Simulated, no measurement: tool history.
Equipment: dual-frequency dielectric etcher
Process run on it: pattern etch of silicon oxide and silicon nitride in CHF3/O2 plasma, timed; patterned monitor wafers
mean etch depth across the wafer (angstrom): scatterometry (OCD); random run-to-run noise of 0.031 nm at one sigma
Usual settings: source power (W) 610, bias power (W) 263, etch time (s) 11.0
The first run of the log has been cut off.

run	hour	source power (W)	bias power (W)	etch time (s)	wafers since the last listed run	hours since the last wet clean	hours since the last source power generator calibration	hours since the last bias power generator calibration	hours since the last upper electrode change	hours since the gauge calibration	read-back reference wafer on the same gauge, depth_nm	mean etch depth across the wafer (angstrom)
2	9.4	610	236	11.0	118	615.8	3815.0	3776.7	2365.1	143.9	20.20	193.7
3	17.5	610	236	11.0	102	623.9	3823.1	3784.8	2373.2	152.0	20.20	193.9
4	33.6	610	307	11.0	203	640.0	3839.2	3800.9	2389.3	168.1	20.20	212.8
5	49.2	610	307	11.0	197	655.6	3854.8	3816.5	2404.9	183.7	20.20	213.2
# hour 90.6: wet clean of the chamber
6	99.7	610	263	14.0	335	9.1	3905.3	3867.0	2455.4	234.2	20.20	261.0
# hour 114.6: source power generator calibrated
7	133.8	610	263	14.0	381	43.2	19.2	3901.1	2489.5	268.3	20.20	261.4
8	154.9	610	263	8.0	267	64.3	40.3	3922.2	2510.6	289.4	20.20	149.3
9	164.4	610	263	11.0	120	73.8	49.8	3931.7	2520.1	298.9	20.20	204.5
10	174.7	610	263	13.5	130	84.1	60.1	3942.0	2530.4	309.2	20.20	251.4
11	185.2	610	263	11.0	132	94.6	70.6	3952.5	2540.9	319.7	20.20	205.1
12	193.2	610	263	8.5	101	102.6	78.6	3960.5	2548.9	327.7	20.21	158.4
13	201.4	610	263	11.0	103	110.8	86.8	3968.7	2557.1	335.9	20.20	204.6
14	213.6	610	263	10.0	154	123.0	99.0	3980.9	2569.3	348.1	20.20	186.0
15	225.8	610	263	12.0	154	135.2	111.2	3993.1	2581.5	360.3	20.20	223.4
# hour 250.1: gauge calibrated
# hour 261.2: upper electrode replaced
16	261.7	510	289	8.5	150	171.1	147.1	4029.0	0.5	11.6	20.20	146.0
17	262.0	660	263	11.0	3	171.4	147.4	4029.3	0.8	11.9	20.20	214.4
18	264.8	610	263	11.0	35	174.2	150.2	4032.1	3.6	14.7	20.19	204.9
# hour 276.4: bias power generator calibrated
19	281.5	720	288	13.5	160	190.9	166.9	5.1	20.3	31.4	20.19	285.5
20	319.7	610	263	11.0	483	229.1	205.1	43.3	58.5	69.6	20.20	203.6
21	330.2	530	212	11.0	132	239.6	215.6	53.8	69.0	80.1	20.20	172.6
22	341.7	720	293	11.0	145	251.1	227.1	65.3	80.5	91.6	20.20	233.3
23	350.4	550	228	11.0	110	259.8	235.8	74.0	89.2	100.3	20.20	181.5

Expected results for the next run?
24	363.2	710	215	11.0	162	272.6	248.6	86.8	102.0	113.1	?	?

{"run 24": {"read-back reference wafer on the same gauge, depth_nm": 20.21, "mean etch depth across the wafer (angstrom)": 207.7}}
On a tool with no hidden condition, and with the same random variation, this run would have come out at mean etch depth across the wafer (angstrom) 209.2.
